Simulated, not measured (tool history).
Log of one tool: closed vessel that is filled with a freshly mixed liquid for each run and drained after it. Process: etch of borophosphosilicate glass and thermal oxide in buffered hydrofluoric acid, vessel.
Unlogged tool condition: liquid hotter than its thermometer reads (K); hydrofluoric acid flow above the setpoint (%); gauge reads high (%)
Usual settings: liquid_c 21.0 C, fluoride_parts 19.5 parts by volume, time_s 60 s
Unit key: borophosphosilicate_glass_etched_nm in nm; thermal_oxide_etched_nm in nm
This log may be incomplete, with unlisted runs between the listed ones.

run	hour	liquid_c	fluoride_parts	time_s	wafers since the last listed run	hours since the thermometer was replaced	hours since the hydrofluoric acid flow meter was replaced	hours since the gauge calibration	read-back film thickness of the borophosphosilicate glass reference wafer, read on the same gauge (nm)	read-back film thickness of the thermal oxide reference wafer, read on the same gauge (nm)	borophosphosilicate_glass_etched_nm	thermal_oxide_etched_nm
1	0.0	19.0	19.5	60	0	600.7	1487.3	74.2	119.99	69.98	28.75	29.28
2	26.2	21.0	19.5	50	3566	626.9	1513.5	100.4	120.00	69.98	26.75	27.36
3	47.1	21.0	19.5	50	2845	647.8	1534.4	121.3	119.99	70.04	26.82	27.17
4	73.7	21.0	19.5	50	3621	674.4	1561.0	147.9	120.01	69.99	26.54	27.16
5	100.9	21.0	19.5	60	3703	701.6	1588.2	175.1	120.06	70.02	31.95	32.53
6	132.3	21.0	19.5	60	4274	733.0	1619.6	206.5	119.98	69.93	32.13	32.65
7	146.3	21.0	19.5	35	1905	747.0	1633.6	220.5	120.02	70.00	18.71	18.89
8	178.0	21.0	19.5	35	4315	778.7	1665.3	252.2	120.02	70.01	18.64	19.04
# hour 197.8: hydrofluoric acid flow meter replaced
9	198.3	24.0	27.0	60	2627	799.0	0.5	272.5	119.99	70.02	30.02	30.77
10	227.7	17.0	13.0	85	4002	828.4	29.9	301.9	119.98	69.94	53.92	55.58
11	262.3	21.0	26.5	60	4710	863.0	64.5	336.5	120.00	69.96	25.78	25.94
12	280.1	19.5	14.5	85	2423	880.8	82.3	354.3	119.98	69.93	55.87	57.85
# hour 292.1: thermometer replaced
# hour 303.0: gauge calibrated
13	356.3	18.0	26.0	30	10237	64.2	158.5	53.3	120.01	69.99	10.98	11.12
14	371.1	21.0	19.5	90	2014	79.0	173.3	68.1	120.03	70.00	48.17	49.18
15	391.1	21.0	19.5	60	2722	99.0	193.3	88.1	120.01	69.97	32.05	32.68
16	411.5	21.0	19.5	60	2777	119.4	213.7	108.5	120.00	70.01	32.03	32.61
17	426.7	21.0	19.5	75	2069	134.6	228.9	123.7	120.01	70.02	40.08	41.13

The tool's hidden state at each run:
liquid hotter than its thermometer reads (K): 0 on each run
hydrofluoric acid flow above the setpoint (%): 0 on each run
gauge reads high (%): 0 on each run
